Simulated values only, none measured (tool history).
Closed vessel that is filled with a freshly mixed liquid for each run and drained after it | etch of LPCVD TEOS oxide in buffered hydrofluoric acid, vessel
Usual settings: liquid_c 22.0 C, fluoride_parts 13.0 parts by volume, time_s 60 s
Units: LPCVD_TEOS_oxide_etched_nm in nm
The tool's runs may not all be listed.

| run | hour | liquid_c | fluoride_parts | time_s | wafers since the last listed run | hours since the thermometer was replaced | hours since the hydrofluoric acid flow meter was replaced | hours since the gauge calibration | read-back film thickness of the LPCVD TEOS oxide reference wafer, read on the same gauge (nm) | LPCVD_TEOS_oxide_etched_nm |
|---|---|---|---|---|---|---|---|---|---|---|
| 1 | 0.0 | 23.5 | 13.0 | 60 | 0 | 1098.7 | 982.7 | 555.8 | 119.99 | 218.68 |
| 2 | 56.0 | 23.5 | 13.0 | 60 | 5008 | 1154.7 | 1038.7 | 611.8 | 120.01 | 220.59 |
| 3 | 96.8 | 23.5 | 13.0 | 60 | 3648 | 1195.5 | 1079.5 | 652.6 | 120.00 | 219.83 |
|  | 100.2 | thermometer replaced |
| 4 | 125.9 | 22.0 | 13.0 | 60 | 2513 | 25.7 | 1108.6 | 681.7 | 120.02 | 182.32 |
| 5 | 195.0 | 22.0 | 13.0 | 60 | 6179 | 94.8 | 1177.7 | 750.8 | 119.98 | 181.96 |
| 6 | 246.3 | 22.0 | 13.0 | 60 | 4587 | 146.1 | 1229.0 | 802.1 | 120.01 | 185.92 |
| 7 | 289.1 | 22.0 | 13.0 | 60 | 3827 | 188.9 | 1271.8 | 844.9 | 120.01 | 185.36 |
| 8 | 346.2 | 22.0 | 13.0 | 70 | 5106 | 246.0 | 1328.9 | 902.0 | 120.00 | 221.21 |
| 9 | 385.4 | 22.0 | 13.0 | 60 | 3505 | 285.2 | 1368.1 | 941.2 | 120.00 | 187.58 |
| 10 | 438.1 | 23.5 | 13.0 | 80 | 4713 | 337.9 | 1420.8 | 993.9 | 120.01 | 271.07 |
| 11 | 493.2 | 23.5 | 13.0 | 80 | 4927 | 393.0 | 1475.9 | 1049.0 | 120.03 | 272.98 |
| 12 | 615.8 | 22.0 | 13.0 | 60 | 10964 | 515.6 | 1598.5 | 1171.6 | 119.98 | 191.02 |
| 13 | 653.1 | 22.0 | 13.0 | 60 | 3335 | 552.9 | 1635.8 | 1208.9 | 119.97 | 193.05 |
| 14 | 714.3 | 22.0 | 13.0 | 60 | 5473 | 614.1 | 1697.0 | 1270.1 | 120.00 | 191.34 |
| 15 | 747.2 | 22.0 | 13.0 | 60 | 2942 | 647.0 | 1729.9 | 1303.0 | 119.99 | 193.93 |
|  | 759.0 | hydrofluoric acid flow meter replaced |
| 16 | 924.3 | 22.0 | 13.0 | 60 | 15749 | 824.1 | 165.3 | 1480.1 | 119.99 | 195.84 |
| 17 | 972.2 | 27.0 | 17.5 | 85 | 4283 | 872.0 | 213.2 | 1528.0 | 120.00 | 271.94 |
| 18 | 999.4 | 22.0 | 13.0 | 60 | 2432 | 899.2 | 240.4 | 1555.2 | 120.00 | 200.96 |
|  | 1006.5 | thermometer replaced |
|  | 1090.1 | gauge calibrated |
| 19 | 1111.4 | 20.5 | 13.0 | 45 | 9927 | 104.9 | 352.4 | 21.3 | 119.99 | 126.20 |
| 20 | 1161.8 | 26.0 | 13.0 | 60 | 4507 | 155.3 | 402.8 | 71.7 | 120.00 | 231.62 |
| 21 | 1197.9 | 22.0 | 15.5 | 30 | 3228 | 191.4 | 438.9 | 107.8 | 120.04 | 79.68 |
| 22 | 1235.5 | 22.0 | 13.0 | 40 | 3362 | 229.0 | 476.5 | 145.4 | 120.01 | 123.81 |
| 23 | 1289.8 | 17.5 | 15.0 | 60 | 4856 | 283.3 | 530.8 | 199.7 | 119.98 | 128.38 |
| 24 | 1322.3 | 22.0 | 13.0 | 45 | 2906 | 315.8 | 563.3 | 232.2 | 120.01 | 144.61 |
| 25 | 1361.3 | 22.0 | 13.0 | 60 | 3487 | 354.8 | 602.3 | 271.2 | 119.98 | 189.14 |
| 26 | 1410.8 | 25.0 | 13.0 | 60 | 4426 | 404.3 | 651.8 | 320.7 | 119.98 | 222.30 |
| 27 | 1482.2 | 18.0 | 15.0 | 35 | 6385 | 475.7 | 723.2 | 392.1 | 119.97 | 78.46 |
| 28 | 1547.2 | 20.5 | 13.0 | 30 | 5813 | 540.7 | 788.2 | 457.1 | 119.99 | 87.18 |
| 29 | 1613.8 | 22.0 | 9.0 | 60 | 5956 | 607.3 | 854.8 | 523.7 | 120.01 | 268.09 |
| 30 | 1658.2 | 24.0 | 10.0 | 80 | 3970 | 651.7 | 899.2 | 568.1 | 119.97 | 378.63 |
| 31 | 1707.1 | 22.0 | 13.0 | 60 | 4373 | 700.6 | 948.1 | 617.0 | 120.01 | 190.96 |
| 32 | 1755.8 | 19.5 | 11.0 | 60 | 4355 | 749.3 | 996.8 | 665.7 | 120.05 | 198.05 |
| 33 | 1812.5 | 22.0 | 13.0 | 60 | 5070 | 806.0 | 1053.5 | 722.4 | 120.03 | 194.62 |

Forecast each of these 4 alternatives for the next run:
| A | 1813.2 | 22.0 | 13.0 | 60 | 62 | 806.7 | 1054.2 | 723.1 | ? | ? |
| B | 1813.2 | 18.5 | 9.5 | 60 | 62 | 806.7 | 1054.2 | 723.1 | ? | ? |
| C | 1813.2 | 19.5 | 13.0 | 35 | 62 | 806.7 | 1054.2 | 723.1 | ? | ? |
| D | 1813.2 | 26.5 | 18.0 | 30 | 62 | 806.7 | 1054.2 | 723.1 | ? | ? |

| run | read-back film thickness of the LPCVD TEOS oxide reference wafer, read on the same gauge (nm) | LPCVD_TEOS_oxide_etched_nm |
|---|---|---|
| A | 120.04 | 198.45 |
| B | 120.04 | 218.12 |
| C | 120.04 | 100.82 |
| D | 120.04 | 91.94 |
Without the tool's hidden state the same runs would have given:
| run | LPCVD_TEOS_oxide_etched_nm |
|---|---|
| A | 184.23 |
| B | 202.16 |
| C | 93.48 |
| D | 85.52 |

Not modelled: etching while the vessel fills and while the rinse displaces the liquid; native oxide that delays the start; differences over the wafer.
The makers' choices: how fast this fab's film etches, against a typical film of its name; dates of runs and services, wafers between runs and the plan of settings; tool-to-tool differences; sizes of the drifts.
